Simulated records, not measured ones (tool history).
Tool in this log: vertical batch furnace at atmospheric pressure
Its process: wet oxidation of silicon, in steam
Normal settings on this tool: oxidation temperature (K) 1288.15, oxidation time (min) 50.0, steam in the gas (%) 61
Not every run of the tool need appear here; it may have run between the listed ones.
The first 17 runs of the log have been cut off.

run	hour	oxidation temperature (K)	oxidation time (min)	steam in the gas (%)	read-back reference wafer on the same gauge, thickness	oxide thickness on the monitor wafer (Å)
18	1082.6	1295.15	34.5	73	319.08	2730.9
19	1146.6	1288.15	50.0	61	318.84	2945.4
20	1222.9	1270.15	50.0	72	318.79	2888.3
21	1262.5	1299.15	50.0	57	319.07	3052.8
22	1351.9	1288.15	50.0	70	319.12	3247.0
23	1429.4	1264.15	50.0	65	319.04	2562.7
24	1510.5	1302.15	70.5	61	319.05	4016.3
# hour 1564.3: steam generator serviced
25	1606.0	1278.15	50.0	61	319.17	2781.5
26	1651.4	1281.15	60.0	54	319.11	2977.3
27	1689.3	1288.15	50.0	61	319.02	2987.8
28	1725.7	1294.15	32.5	56	318.73	2187.1
29	1792.0	1288.15	50.0	61	318.99	2989.7
30	1870.2	1311.15	62.0	53	318.96	3622.5
# hour 1897.1: thermocouples replaced and temperature profile calibrated
31	1934.5	1288.15	50.0	61	319.34	2901.2
32	1997.4	1269.15	62.0	49	318.95	2505.2
33	2066.3	1269.15	64.5	61	318.98	2987.0
# hour 2082.8: gauge calibrated
34	2143.1	1288.15	50.0	54	318.84	2671.7
35	2215.5	1308.15	71.0	70	319.17	4520.8
36	2285.4	1304.15	50.0	56	318.98	3052.7
37	2439.7	1270.15	67.5	68	319.16	3341.8
38	2529.2	1288.15	50.0	61	319.00	2879.2
39	2618.5	1288.15	50.0	49	318.91	2472.5

3 options for the next run, each taken on its own from the tool as it stands now. Forecast them:
A	2623.1	1302.15	50.0	61	?	?
B	2623.1	1288.15	68.0	70	?	?
C	2623.1	1274.15	58.5	65	?	?

run	read-back reference wafer on the same gauge, thickness	oxide thickness on the monitor wafer (Å)
A	318.93	3177.4
B	318.93	3873.8
C	318.93	3021.8
Without the tool's hidden state the same runs would have given:
run	oxide thickness on the monitor wafer (Å)
A	3190.8
B	3890.2
C	3034.4
